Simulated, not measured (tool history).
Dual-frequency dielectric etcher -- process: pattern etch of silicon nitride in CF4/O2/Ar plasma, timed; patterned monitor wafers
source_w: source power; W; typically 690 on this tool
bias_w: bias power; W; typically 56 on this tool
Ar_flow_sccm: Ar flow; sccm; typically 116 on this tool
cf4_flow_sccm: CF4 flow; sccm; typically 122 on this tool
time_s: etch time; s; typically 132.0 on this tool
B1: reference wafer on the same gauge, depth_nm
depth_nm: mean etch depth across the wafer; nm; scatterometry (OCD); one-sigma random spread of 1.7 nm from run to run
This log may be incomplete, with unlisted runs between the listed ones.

Run 1, hour 0.0: usual settings but cf4_flow_sccm 139 sccm; B1 327.8. Result: depth_nm 353.9 nm.
Run 2, hour 101.6: usual settings but cf4_flow_sccm 139 sccm; B1 328.2. Result: depth_nm 356.5 nm.
At hour 156.6: wet clean of the chamber.
Run 3, hour 173.6: usual settings but Ar_flow_sccm 130 sccm; B1 328.6. Result: depth_nm 342.2 nm.
Run 4, hour 254.6: usual settings but source_w 780 W; B1 328.3. Result: depth_nm 392.9 nm.
Run 5, hour 313.7: usual settings but source_w 780 W; B1 328.1. Result: depth_nm 394.0 nm.
Run 6, hour 383.9: usual settings; B1 328.1. Result: depth_nm 344.5 nm.
Run 7, hour 441.1: usual settings; B1 327.8. Result: depth_nm 347.6 nm.
Run 8, hour 520.1: usual settings; B1 328.4. Result: depth_nm 347.0 nm.
At hour 570.3: bias power generator calibrated.
Run 9, hour 607.1: usual settings but source_w 750 W; B1 327.8. Result: depth_nm 380.7 nm.
At hour 632.0: wet clean of the chamber.
Run 10, hour 649.5: usual settings but Ar_flow_sccm 134 sccm, cf4_flow_sccm 139 sccm, time_s 110.5 s; B1 328.4. Result: depth_nm 290.2 nm.
Run 11, hour 701.8: usual settings but source_w 530 W, Ar_flow_sccm 95 sccm, cf4_flow_sccm 146 sccm, time_s 153.0 s; B1 327.8. Result: depth_nm 320.8 nm.
At hour 752.0: upper electrode replaced, of another model than before.
Run 12, hour 765.8: usual settings but time_s 150.5 s; B1 327.7. Result: depth_nm 383.6 nm.

Forecast run 13:
At hour 775.4: CF4 flow controller replaced.
At hour 787.2: Ar flow controller replaced.
Run 13, hour 859.2: usual settings but time_s 103.5 s; B1 ?. Result: depth_nm ?.

{"run 13": {"B1": 327.4, "depth_nm": 264.7}}
With no hidden state in the tool, this same run would have given depth_nm 286.2 nm.
